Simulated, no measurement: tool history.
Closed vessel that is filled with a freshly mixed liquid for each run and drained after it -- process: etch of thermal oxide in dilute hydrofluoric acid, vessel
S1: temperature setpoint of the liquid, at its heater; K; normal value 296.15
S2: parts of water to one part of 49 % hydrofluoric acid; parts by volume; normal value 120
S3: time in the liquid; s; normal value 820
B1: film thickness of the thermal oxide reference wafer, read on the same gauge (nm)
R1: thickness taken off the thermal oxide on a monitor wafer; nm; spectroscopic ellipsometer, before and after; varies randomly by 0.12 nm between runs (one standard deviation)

run   hour      S1   S2    S3      B1     R1
  1    0.0  296.15  120  1035  142.31  35.94
  2   25.3  296.15  120  1035  142.46  35.78
  3   44.8  296.15  120  1035  142.44  35.89
  4   61.7  296.15  120   820  142.48  28.28
  5   89.1  296.15  120   820  142.58  28.39
  6  112.6  296.15  120   820  142.59  28.50
     122.7  -- gauge calibrated
  7  140.2  296.15  120   820  140.40  28.21
  8  175.2  296.15  120   820  140.51  28.02
  9  204.3  299.65  120   820  140.58  32.11
 10  221.8  296.15  120   820  140.63  28.06
 11  244.5  298.15  120   655  140.68  24.22
 12  258.1  296.15  120   820  140.64  28.00
 13  280.8  296.15  120  1035  140.73  35.47
 14  302.2  296.15  120  1035  140.75  35.37
 15  326.9  300.65   80  1185  140.90  76.39
 16  351.1  296.15  120   820  140.94  28.13
 17  368.4  296.15   90   820  140.94  38.82
 18  394.1  300.65  175  1005  141.03  26.04
 19  425.6  298.15  120   655  141.12  24.06
 20  443.9  293.65   70   820  141.16  46.39
 21  458.5  296.15  120   960  141.23  33.02
     478.2  -- thermometer replaced
 22  489.7  291.15  120   820  141.27  22.89
 23  502.6  296.15  120   520  141.37  17.74
 24  536.2  296.15  120   820  141.46  28.38
     584.5  -- hydrofluoric acid flow meter replaced
 25  603.8  296.15  150   820  141.62  21.71
 26  632.1  291.65  120   680  141.70  19.60
 27  666.9  298.15  165  1265  141.77  32.27
 28  701.9  291.65  140   355  141.86   8.52
 29  736.3  296.15  120   820  141.97  28.33
 30  752.5  293.15  120   820  141.97  24.98
 31  775.7  296.15  165   820  142.08  19.43
 32  829.4  299.15   85   820  142.21  46.74
 33  848.0  296.15  120   820  142.21  28.31

For some of the steps in R1 from one run to the next: how much would appear even if the tool had no hidden state, given the settings, what came in and random variation, and how much remains for the hidden state plus any gauge scatter that the measured result and the result without hidden state don't share?
Hidden state at play: liquid hotter than its thermometer reads (K); hydrofluoric acid flow below the setpoint (%); gauge reads high (%).
Run 6 -> 7: gauge calibrated. R1 -0.29 nm: hidden state -0.45, all else +0.16.
Run 14 -> 15: S1 296.15 -> 300.65, S2 120 -> 80, S3 1035 -> 1185. R1 +41.02 nm: hidden state +0.27, all else +40.75.
Run 15 -> 16: S1 300.65 -> 296.15, S2 80 -> 120, S3 1185 -> 820. R1 -48.26 nm: hidden state -0.30, all else -47.96.
Run 31 -> 32: S1 296.15 -> 299.15, S2 165 -> 85. R1 +27.31 nm: hidden state +0.44, all else +26.87.
